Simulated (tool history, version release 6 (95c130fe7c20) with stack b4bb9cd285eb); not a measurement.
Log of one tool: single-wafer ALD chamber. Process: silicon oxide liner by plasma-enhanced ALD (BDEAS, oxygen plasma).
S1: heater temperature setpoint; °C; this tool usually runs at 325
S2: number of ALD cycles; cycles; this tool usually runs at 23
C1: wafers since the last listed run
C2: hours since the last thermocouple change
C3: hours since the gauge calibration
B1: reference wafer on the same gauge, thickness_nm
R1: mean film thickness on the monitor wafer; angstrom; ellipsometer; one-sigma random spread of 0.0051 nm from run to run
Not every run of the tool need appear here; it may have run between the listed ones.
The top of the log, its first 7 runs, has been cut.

run 8 hour=530.4 | S1=325 S2=23 | C1=996 C2=1457.8 C3=2107.3 | B1=2.163 | R1=20.46
run 9 hour=629.8 | S1=325 S2=23 | C1=1395 C2=1557.2 C3=2206.7 | B1=2.167 | R1=20.43
-- hour=695.0 thermocouple changed; heater temperature recalibrated
run 10 hour=728.5 | S1=325 S2=23 | C1=1272 C2=33.5 C3=2305.4 | B1=2.166 | R1=20.47
run 11 hour=780.2 | S1=325 S2=23 | C1=725 C2=85.2 C3=2357.1 | B1=2.167 | R1=20.46
run 12 hour=818.2 | S1=325 S2=23 | C1=533 C2=123.2 C3=2395.1 | B1=2.166 | R1=20.55
run 13 hour=858.6 | S1=325 S2=23 | C1=567 C2=163.6 C3=2435.5 | B1=2.170 | R1=20.46
run 14 hour=949.2 | S1=325 S2=20 | C1=1271 C2=254.2 C3=2526.1 | B1=2.170 | R1=17.84
run 15 hour=1045.3 | S1=325 S2=23 | C1=1348 C2=350.3 C3=2622.2 | B1=2.168 | R1=20.56
run 16 hour=1095.9 | S1=325 S2=23 | C1=710 C2=400.9 C3=2672.8 | B1=2.168 | R1=20.48
run 17 hour=1395.0 | S1=325 S2=23 | C1=4197 C2=700.0 C3=2971.9 | B1=2.173 | R1=20.46
run 18 hour=1484.7 | S1=320 S2=24 | C1=1258 C2=789.7 C3=3061.6 | B1=2.174 | R1=21.53
run 19 hour=1542.1 | S1=320 S2=24 | C1=805 C2=847.1 C3=3119.0 | B1=2.172 | R1=21.56
run 20 hour=1632.7 | S1=325 S2=23 | C1=1271 C2=937.7 C3=3209.6 | B1=2.174 | R1=20.53
run 21 hour=1702.6 | S1=325 S2=23 | C1=981 C2=1007.6 C3=3279.5 | B1=2.176 | R1=20.54
run 22 hour=1774.7 | S1=325 S2=23 | C1=1011 C2=1079.7 C3=3351.6 | B1=2.176 | R1=20.56
run 23 hour=1842.3 | S1=339 S2=20 | C1=948 C2=1147.3 C3=3419.2 | B1=2.177 | R1=17.60
run 24 hour=1891.5 | S1=325 S2=18 | C1=690 C2=1196.5 C3=3468.4 | B1=2.176 | R1=16.14
run 25 hour=1949.8 | S1=316 S2=27 | C1=818 C2=1254.8 C3=3526.7 | B1=2.175 | R1=24.47
run 26 hour=2016.1 | S1=325 S2=23 | C1=930 C2=1321.1 C3=3593.0 | B1=2.178 | R1=20.51
-- hour=2025.4 gauge calibrated
run 27 hour=2120.4 | S1=325 S2=23 | C1=1463 C2=1425.4 C3=95.0 | B1=2.150 | R1=20.41
run 28 hour=2186.2 | S1=325 S2=23 | C1=923 C2=1491.2 C3=160.8 | B1=2.148 | R1=20.32

For run 29, what comes out?
run 29 hour=2272.0 | S1=336 S2=19 | C1=1204 C2=1577.0 C3=246.6 | B1=? | R1=?

For run 29 the tool returned B1 2.149, R1 16.53 angstrom.
On a tool with no hidden condition, and with the same random variation, this run would have come out at R1 16.53 angstrom.

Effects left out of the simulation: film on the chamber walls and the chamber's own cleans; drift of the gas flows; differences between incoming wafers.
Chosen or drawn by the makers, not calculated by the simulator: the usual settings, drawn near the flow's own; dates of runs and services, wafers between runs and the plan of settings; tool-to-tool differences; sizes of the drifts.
